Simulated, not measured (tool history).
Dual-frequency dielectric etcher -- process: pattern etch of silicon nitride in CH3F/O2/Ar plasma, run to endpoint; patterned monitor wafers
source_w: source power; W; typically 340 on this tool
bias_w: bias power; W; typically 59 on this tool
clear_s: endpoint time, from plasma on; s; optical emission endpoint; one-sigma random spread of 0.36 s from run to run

| run | hour | source_w | bias_w | incoming incoming film thickness, nm | clear_s |
|---|---|---|---|---|---|
| 1 | 0.0 | 340 | 59 | 32.24 | 54.6 |
| 2 | 7.1 | 340 | 59 | 32.58 | 55.8 |
| 3 | 22.3 | 340 | 59 | 32.64 | 55.4 |
| 4 | 37.4 | 340 | 49 | 32.37 | 59.5 |
| 5 | 53.0 | 340 | 49 | 32.50 | 60.0 |
| 6 | 59.8 | 340 | 49 | 32.34 | 59.5 |
| 7 | 66.3 | 290 | 59 | 32.57 | 60.9 |
| 8 | 83.7 | 400 | 70 | 32.35 | 48.8 |
| 9 | 97.7 | 400 | 70 | 32.25 | 49.1 |
|  | 114.2 | source power generator calibrated |
| 10 | 115.6 | 340 | 52 | 32.47 | 58.5 |
| 11 | 133.4 | 340 | 52 | 32.55 | 59.1 |
|  | 166.2 | wet clean of the chamber |
|  | 180.6 | bias power generator calibrated |
|  | 181.1 | upper electrode replaced |
| 12 | 181.6 | 340 | 52 | 32.42 | 54.7 |
| 13 | 181.9 | 340 | 53 | 32.53 | 54.7 |
| 14 | 182.3 | 340 | 53 | 32.60 | 55.1 |
| 15 | 191.1 | 340 | 59 | 32.14 | 52.3 |
| 16 | 203.8 | 390 | 59 | 32.45 | 49.5 |
| 17 | 221.6 | 340 | 59 | 32.26 | 52.5 |
| 18 | 231.3 | 260 | 44 | 32.38 | 66.9 |
| 19 | 247.7 | 340 | 59 | 32.44 | 53.1 |
| 20 | 264.9 | 380 | 48 | 32.31 | 54.3 |
| 21 | 274.1 | 310 | 59 | 32.21 | 55.6 |

The next listed run, before its measurement:
| 22 | 283.0 | 340 | 53 | 32.52 | ? |

Logged for run 22: clear_s 56.0 s.
If the tool had no hidden condition, the same run with the same run-to-run variation would have returned clear_s 55.6 s.
